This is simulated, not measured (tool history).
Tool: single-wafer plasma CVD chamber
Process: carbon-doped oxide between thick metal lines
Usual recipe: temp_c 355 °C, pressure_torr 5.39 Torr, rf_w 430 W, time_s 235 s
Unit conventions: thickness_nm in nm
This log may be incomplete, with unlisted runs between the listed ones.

run    hour  temp_c  pressure_torr  rf_w  time_s  wafers since the last listed run  hours since the last thermocouple change  hours since the last RF generator calibration  hours since the last manometer calibration  hours since the showerhead was replaced  hours since the gauge calibration  read-back reference wafer on the same gauge, thickness_nm  thickness_nm
  1     0.0     355           5.39   430     235                                 0                                    2321.2                                         1288.5                                       312.4                                   3500.6                             2032.1                                                    959.062      1059.025
  2    40.7     355           4.33   430     235                               272                                    2361.9                                         1329.2                                       353.1                                   3541.3                             2072.8                                                    959.991      1024.796
  3   118.8     341           5.39   455     235                               522                                    2440.0                                         1407.3                                       431.2                                   3619.4                             2150.9                                                    959.739      1141.752
  4   177.9     359           5.91   430     235                               395                                    2499.1                                         1466.4                                       490.3                                   3678.5                             2210.0                                                    960.153      1059.027
  5   215.8     355           5.39   430     235                               253                                    2537.0                                         1504.3                                       528.2                                   3716.4                             2247.9                                                    959.284      1056.245
      270.5  -- RF generator calibrated
  6   291.0     346           4.22   365     235                               449                                    2612.2                                           20.5                                       603.4                                   3791.6                             2323.1                                                    959.565       955.892
      354.1  -- gauge calibrated
  7   394.6     361           5.39   515     268                               692                                    2715.8                                          124.1                                       707.0                                   3895.2                               40.5                                                    959.720      1346.147
  8   473.8     344           5.39   430     263                               529                                    2795.0                                          203.3                                       786.2                                   3974.4                              119.7                                                    960.480      1234.616
      575.3  -- thermocouple changed; heater temperature recalibrated
  9   578.1     355           5.39   430     275                               643                                       2.8                                          307.6                                       890.5                                   4078.7                              224.0                                                    959.975      1257.112
 10   661.0     359           6.22   430     258                               554                                      85.7                                          390.5                                       973.4                                   4161.6                              306.9                                                    959.809      1190.632
 11   831.1     349           6.65   430     235                              1136                                     255.8                                          560.6                                      1143.5                                   4331.7                              477.0                                                    959.112      1115.407
 12   900.4     344           5.39   350     235                               463                                     325.1                                          629.9                                      1212.8                                   4401.0                              546.3                                                    960.036       963.370
      932.4  -- showerhead replaced
 13   967.7     345           5.39   430     235                               396                                     392.4                                          697.2                                      1280.1                                     35.3                              613.6                                                    959.387      1093.281
 14  1048.4     355           5.39   390     197                               539                                     473.1                                          777.9                                      1360.8                                    116.0                              694.3                                                    960.866       842.862
 15  1104.0     355           5.39   380     235                               371                                     528.7                                          833.5                                      1416.4                                    171.6                              749.9                                                    960.355       983.142
 16  1163.7     366           5.39   430     235                               399                                     588.4                                          893.2                                      1476.1                                    231.3                              809.6                                                    960.311      1041.609
 17  1244.6     341           5.39   495     235                               540                                     669.3                                          974.1                                      1557.0                                    312.2                              890.5                                                    960.759      1198.204
 18  1314.3     355           5.39   430     235                               465                                     739.0                                         1043.8                                      1626.7                                    381.9                              960.2                                                    959.709      1063.578
 19  1372.2     359           4.44   370     194                               386                                     796.9                                         1101.7                                      1684.6                                    439.8                             1018.1                                                    960.406       765.394
 20  1447.9     355           5.39   430     235                               505                                     872.6                                         1177.4                                      1760.3                                    515.5                             1093.8                                                    960.075      1052.958
 21  1549.5     351           4.16   430     235                               679                                     974.2                                         1279.0                                      1861.9                                    617.1                             1195.4                                                    959.291      1030.439
 22  1653.6     343           5.78   375     250                               695                                    1078.3                                         1383.1                                      1966.0                                    721.2                             1299.5                                                    959.890      1066.488
 23  1728.7     355           5.39   430     235                               501                                    1153.4                                         1458.2                                      2041.1                                    796.3                             1374.6                                                    959.248      1052.280

Run 24 has not been measured yet. What should we expect?
 24  1834.5     355           6.60   430     235                               707                                    1259.2                                         1564.0                                      2146.9                                    902.1                             1480.4                                                          ?             ?

{"run 24": {"read-back reference wafer on the same gauge, thickness_nm": 960.351, "thickness_nm": 1074.853}}
With no hidden state in the tool, this same run would have given thickness_nm 1111.817 nm.
